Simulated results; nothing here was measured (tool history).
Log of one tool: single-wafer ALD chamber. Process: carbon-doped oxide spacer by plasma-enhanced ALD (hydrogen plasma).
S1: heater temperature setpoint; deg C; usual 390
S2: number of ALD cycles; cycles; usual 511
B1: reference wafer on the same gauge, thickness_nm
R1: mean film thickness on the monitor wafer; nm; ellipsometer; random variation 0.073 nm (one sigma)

Run 1, hour 0.0: usual settings but S1 396 deg C; B1 27.183. Result: R1 29.204 nm.
Run 2, hour 17.4: usual settings but S1 396 deg C; B1 27.218. Result: R1 29.232 nm.
Run 3, hour 46.3: usual settings but S1 395 deg C; B1 27.260. Result: R1 29.244 nm.
Run 4, hour 66.3: usual settings but S1 395 deg C; B1 27.263. Result: R1 29.196 nm.
Run 5, hour 84.7: usual settings but S1 395 deg C; B1 27.263. Result: R1 29.168 nm.
Run 6, hour 119.0: usual settings; B1 27.320. Result: R1 29.353 nm.
Run 7, hour 131.3: usual settings; B1 27.396. Result: R1 29.373 nm.
Run 8, hour 154.5: usual settings; B1 27.431. Result: R1 29.344 nm.
Run 9, hour 190.3: usual settings; B1 27.468. Result: R1 29.456 nm.
Run 10, hour 206.6: usual settings but S1 400 deg C; B1 27.514. Result: R1 29.425 nm.
Run 11, hour 226.9: usual settings; B1 27.525. Result: R1 29.562 nm.
Run 12, hour 256.1: usual settings but S1 400 deg C; B1 27.603. Result: R1 29.517 nm.
At hour 270.5: thermocouple changed; heater temperature recalibrated.
Run 13, hour 276.3: usual settings but S1 380 deg C, S2 475 cycles; B1 27.623. Result: R1 27.537 nm.
At hour 287.6: gauge calibrated.
Run 14, hour 295.7: usual settings but S2 578 cycles; B1 27.249. Result: R1 33.000 nm.
Run 15, hour 329.5: usual settings but S1 381 deg C, S2 556 cycles; B1 27.239. Result: R1 31.646 nm.
Run 16, hour 364.7: usual settings but S1 375 deg C; B1 27.293. Result: R1 29.265 nm.
Run 17, hour 396.2: usual settings but S2 586 cycles; B1 27.255. Result: R1 33.571 nm.

Forecast each of these 4 alternatives for the next run:
Run A, hour 397.4: usual settings but S1 386 deg C; B1 ?. Result: R1 ?.
Run B, hour 397.4: usual settings but S1 398 deg C, S2 437 cycles; B1 ?. Result: R1 ?.
Run C, hour 397.4: usual settings but S1 384 deg C; B1 ?. Result: R1 ?.
Run D, hour 397.4: usual settings but S2 460 cycles; B1 ?. Result: R1 ?.

run      B1      R1
  A  27.249  29.149
  B  27.249  24.928
  C  27.249  29.149
  D  27.249  26.240
Without the tool's hidden state the same runs would have given:
run      R1
  A  29.079
  B  24.868
  C  29.079
  D  26.177

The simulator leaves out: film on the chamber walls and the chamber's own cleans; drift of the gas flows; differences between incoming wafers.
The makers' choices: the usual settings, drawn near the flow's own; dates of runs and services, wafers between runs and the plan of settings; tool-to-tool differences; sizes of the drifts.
